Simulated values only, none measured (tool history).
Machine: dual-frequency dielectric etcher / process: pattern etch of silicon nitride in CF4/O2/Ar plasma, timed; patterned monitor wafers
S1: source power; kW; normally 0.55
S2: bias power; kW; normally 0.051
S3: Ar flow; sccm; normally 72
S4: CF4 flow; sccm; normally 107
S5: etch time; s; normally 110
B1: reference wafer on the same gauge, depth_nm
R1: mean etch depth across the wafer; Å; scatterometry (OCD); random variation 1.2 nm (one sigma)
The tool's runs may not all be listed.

run	hour	S1	S2	S3	S4	S5	B1	R1
1	0	0.55	0.054	72	107	110	231.6	2198
2	106.5	0.55	0.051	72	107	110	231.1	2193
3	167.7	0.55	0.051	72	124	110	231.2	2213
4	237.5	0.55	0.045	72	107	110	231	2126
5	298.9	0.55	0.045	72	107	110	230.8	2121
# hour 396.4: CF4 flow controller replaced
# hour 404.5: wet clean of the chamber
6	405	0.59	0.051	72	107	110	230.9	2141
# hour 462.3: Ar flow controller replaced
# hour 464: gauge calibrated
7	486.3	0.59	0.051	72	107	110	231.1	2171
# hour 518.9: bias power generator calibrated
8	548.2	0.59	0.051	72	107	110	230.7	2150
# hour 582.5: wet clean of the chamber, repeated, since the last time left the tool worse
9	589	0.55	0.051	72	107	94.5	230.5	1836
10	651.1	0.55	0.051	72	124	110	231	2179
# hour 738.7: upper electrode replaced
11	739.2	0.55	0.051	59	107	83	231.1	1669
12	765.6	0.65	0.057	72	87	110	231	2589
13	817.5	0.44	0.064	85	107	82.5	230.5	1369
14	873.8	0.55	0.051	65	85	110	231.2	2185
15	921.3	0.55	0.051	62	107	110	230.8	2195
# hour 974.8: source power generator calibrated
16	1003.2	0.55	0.051	72	107	110	230.9	2195
# hour 1091.8: wet clean of the chamber
17	1103.8	0.65	0.046	63	107	127.5	230.8	2896
# hour 1153.5: gauge calibrated
18	1211.4	0.41	0.051	72	107	90.5	231.2	1350
19	1272.9	0.55	0.051	72	107	110	231.2	2175
20	1370.2	0.55	0.041	72	107	120.5	230.8	2273

A few steps of R1 between consecutive runs. Split each: what settings, incoming material and random variation would produce without the hidden state, and what is left over for the hidden state, along with gauge scatter present in only one of the two compared results (measured, and without hidden state):
The hidden state here: etch rate over this chamber's usual, %; source power that arrives over what is set, %; bias power that arrives over what is set, %; Ar flow that arrives over what is set, %; CF4 flow that arrives over what is set, %; gauge reads high (%).
Run 5 -> 6: S1 0.55 -> 0.59, S2 0.045 -> 0.051, CF4 flow controller replaced, wet clean of the chamber. R1 +20 Å: hidden state -218, all else +238.
Run 8 -> 9: S1 0.59 -> 0.55, S5 110 -> 94.5, wet clean of the chamber, repeated, since the last time left the tool worse. R1 -314 Å: hidden state +127, all else -441.
Run 12 -> 13: S1 0.65 -> 0.44, S2 0.057 -> 0.064, S3 72 -> 85, S4 87 -> 107, S5 110 -> 82.5. R1 -1220 Å: hidden state -6, all else -1214.
Run 17 -> 18: S1 0.65 -> 0.41, S2 0.046 -> 0.051, S3 63 -> 72, S5 127.5 -> 90.5, gauge calibrated. R1 -1546 Å: hidden state +4, all else -1550.
